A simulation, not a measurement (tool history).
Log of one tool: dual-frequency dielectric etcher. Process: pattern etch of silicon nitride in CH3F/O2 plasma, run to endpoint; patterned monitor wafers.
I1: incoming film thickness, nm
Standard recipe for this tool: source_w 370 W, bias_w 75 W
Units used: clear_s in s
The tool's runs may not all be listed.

Run 1, day 0: usual settings but source_w 430 W; I1 61.2. Result: clear_s 63 s.
Run 2, day 0.488: usual settings but source_w 320 W; I1 62.4. Result: clear_s 73 s.
Run 3, day 1.029: usual settings but source_w 320 W; I1 61.8. Result: clear_s 72.3 s.
Run 4, day 1.429: usual settings but source_w 320 W; I1 62. Result: clear_s 72.7 s.
Run 5, day 1.783: usual settings but source_w 330 W, bias_w 85 W; I1 62.2. Result: clear_s 70.2 s.
Run 6, day 2.212: usual settings but source_w 330 W, bias_w 85 W; I1 62.5. Result: clear_s 70.4 s.
Run 7, day 3.725: usual settings but source_w 330 W, bias_w 85 W; I1 61.6. Result: clear_s 68.9 s.
Run 8, day 3.742: usual settings; I1 62.2. Result: clear_s 67.9 s.
Run 9, day 4.092: usual settings but bias_w 80 W; I1 61.7. Result: clear_s 66.1 s.
Run 10, day 5.5: usual settings but bias_w 80 W; I1 61.5. Result: clear_s 67.7 s.
Run 11, day 5.512: usual settings but source_w 310 W, bias_w 83 W; I1 61.9. Result: clear_s 73.3 s.
Run 12, day 5.529: usual settings but source_w 280 W, bias_w 83 W; I1 61.5. Result: clear_s 76.4 s.
Run 13, day 6.046: usual settings but source_w 460 W, bias_w 62 W; I1 61.4. Result: clear_s 64 s.
Run 14, day 6.679: usual settings; I1 62.3. Result: clear_s 68.9 s.
Run 15, day 7.392: usual settings but source_w 280 W; I1 61.3. Result: clear_s 76.7 s.
Run 16, day 7.838: usual settings but bias_w 80 W; I1 61.5. Result: clear_s 66.9 s.
Run 17, day 8.492: usual settings but source_w 420 W, bias_w 68 W; I1 60.9. Result: clear_s 64.6 s.
Run 18, day 8.996: usual settings but source_w 320 W; I1 62.1. Result: clear_s 72.8 s.
Run 19, day 9.279: usual settings but source_w 330 W, bias_w 81 W; I1 61.7. Result: clear_s 70.6 s.
Run 20, day 9.562: usual settings; I1 61.4. Result: clear_s 67.6 s.

Not shown: 4 entries that the log had between the listed runs. Between which runs, and how does the tool's hidden state differ before and after?
Run 6 -> run 7: upper electrode replaced (day 3.704)
  etch rate over this chamber's usual, %: 2.64 -> 3.04
  measured less the result without the state, clear_s: -1.9 -> -2.1 s
Run 9 -> run 10: bias power generator calibrated (day 4.988); wet clean of the chamber (day 5.479)
  etch rate over this chamber's usual, %: 3.14 -> 0.912
  measured less the result without the state, clear_s: -2.1 -> -0.6 s
Run 12 -> run 13: source power generator calibrated (day 5.883)
  etch rate over this chamber's usual, %: 0.92 -> 1.06
  measured less the result without the state, clear_s: -0.7 -> -0.6 s
